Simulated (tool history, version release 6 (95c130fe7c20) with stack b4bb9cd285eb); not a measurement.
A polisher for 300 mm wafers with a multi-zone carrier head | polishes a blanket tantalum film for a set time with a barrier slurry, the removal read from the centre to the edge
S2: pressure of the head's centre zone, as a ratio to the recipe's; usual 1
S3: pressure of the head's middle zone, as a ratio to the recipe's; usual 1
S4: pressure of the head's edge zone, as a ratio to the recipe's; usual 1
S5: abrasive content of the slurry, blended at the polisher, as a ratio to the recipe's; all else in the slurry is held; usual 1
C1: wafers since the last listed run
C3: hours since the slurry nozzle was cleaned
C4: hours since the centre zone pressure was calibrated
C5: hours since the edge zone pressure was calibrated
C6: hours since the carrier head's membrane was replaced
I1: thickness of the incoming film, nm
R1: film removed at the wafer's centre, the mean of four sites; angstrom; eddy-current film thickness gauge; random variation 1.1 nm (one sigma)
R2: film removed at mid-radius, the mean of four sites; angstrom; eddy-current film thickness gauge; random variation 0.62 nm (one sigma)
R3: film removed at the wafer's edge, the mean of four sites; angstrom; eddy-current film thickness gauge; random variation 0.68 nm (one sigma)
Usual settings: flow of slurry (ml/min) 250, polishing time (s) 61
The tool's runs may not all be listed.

Run 1, day 0: usual settings but S5 1.15; C1 0; wafers polished on this pad 739; C3 160; C4 119.7; C5 272.2; C6 600; I1 406.8. Result: R1 834 angstrom, R2 866 angstrom, R3 882 angstrom.
Run 2, day 1.717: usual settings but S5 1.15; C1 304; wafers polished on this pad 1044; C3 201.2; C4 160.9; C5 313.4; C6 641.2; I1 411.4. Result: R1 854 angstrom, R2 865 angstrom, R3 873 angstrom.
Run 3, day 5.275: usual settings but polishing time (s) 69; C1 631; wafers polished on this pad 1676; C3 286.6; C4 246.3; C5 398.8; C6 726.6; I1 414.7. Result: R1 915 angstrom, R2 947 angstrom, R3 942 angstrom.
Run 4, day 9.017: usual settings but polishing time (s) 69; C1 664; wafers polished on this pad 2340; C3 376.4; C4 336.1; C5 488.6; C6 816.4; I1 414.2. Result: R1 883 angstrom, R2 902 angstrom, R3 940 angstrom.
At day 9.212: slurry nozzle cleaned.
At day 10.288: worn pad replaced by a new one.
Run 5, day 12.388: usual settings but polishing time (s) 69; C1 561; wafers polished on this pad 372; C3 76.2; C4 417; C5 569.5; C6 897.3; I1 401.4. Result: R1 909 angstrom, R2 957 angstrom, R3 959 angstrom.
Run 6, day 16.879: usual settings but S3 0.96, S5 1.2; C1 797; wafers polished on this pad 1169; C3 184; C4 524.8; C5 677.3; C6 1005.1; I1 414.8. Result: R1 819 angstrom, R2 854 angstrom, R3 883 angstrom.
At day 20.112: carrier head's membrane replaced by a new one.
Run 7, day 20.133: usual settings; C1 540; wafers polished on this pad 1710; C3 262.1; C4 602.9; C5 755.4; C6 0.5; I1 411. Result: R1 750 angstrom, R2 817 angstrom, R3 840 angstrom.
At day 20.633: edge zone pressure recalibrated.
At day 22.954: worn pad replaced by a new one.
Run 8, day 23.721: usual settings; C1 592; wafers polished on this pad 135; C3 348.2; C4 689; C5 74.1; C6 86.6; I1 410.3. Result: R1 724 angstrom, R2 805 angstrom, R3 818 angstrom.
At day 25.171: slurry nozzle cleaned.
At day 25.504: centre zone pressure recalibrated.
Run 9, day 27.588: usual settings; C1 664; wafers polished on this pad 800; C3 58; C4 50; C5 166.9; C6 179.4; I1 408.4. Result: R1 820 angstrom, R2 839 angstrom, R3 842 angstrom.
Run 10, day 29.404: usual settings; C1 322; wafers polished on this pad 1122; C3 101.6; C4 93.6; C5 210.5; C6 223; I1 407.9. Result: R1 832 angstrom, R2 839 angstrom, R3 861 angstrom.
Run 11, day 33.717: usual settings; C1 765; wafers polished on this pad 1888; C3 205.1; C4 197.1; C5 314; C6 326.5; I1 411. Result: R1 812 angstrom, R2 832 angstrom, R3 849 angstrom.
Run 12, day 35.358: usual settings; C1 291; wafers polished on this pad 2179; C3 244.5; C4 236.5; C5 353.4; C6 365.9; I1 407.1. Result: R1 807 angstrom, R2 826 angstrom, R3 821 angstrom.
At day 37.338: worn pad replaced by a new one.
Run 13, day 38.283: usual settings but flow of slurry (ml/min) 215, S2 1.08, S4 1.11, S5 0.9; C1 489; wafers polished on this pad 168; C3 314.7; C4 306.7; C5 423.6; C6 436.1; I1 410. Result: R1 778 angstrom, R2 787 angstrom, R3 831 angstrom.
At day 40.738: slurry nozzle cleaned.
Run 14, day 41.546: usual settings; C1 571; wafers polished on this pad 739; C3 19.4; C4 385; C5 501.9; C6 514.4; I1 408.1. Result: R1 798 angstrom, R2 838 angstrom, R3 847 angstrom.

Run 15 comes next. What will it give?
Run 15, day 44.179: usual settings but S3 0.95; C1 467; wafers polished on this pad 1207; C3 82.6; C4 448.2; C5 565.1; C6 577.6; I1 402.7. Result: R1 ?, R2 ?, R3 ?.

Run 15 gave R1 796 angstrom, R2 811 angstrom, R3 851 angstrom.
Without the tool's hidden state the same run would have given R1 847 angstrom, R2 819 angstrom, R3 857 angstrom.
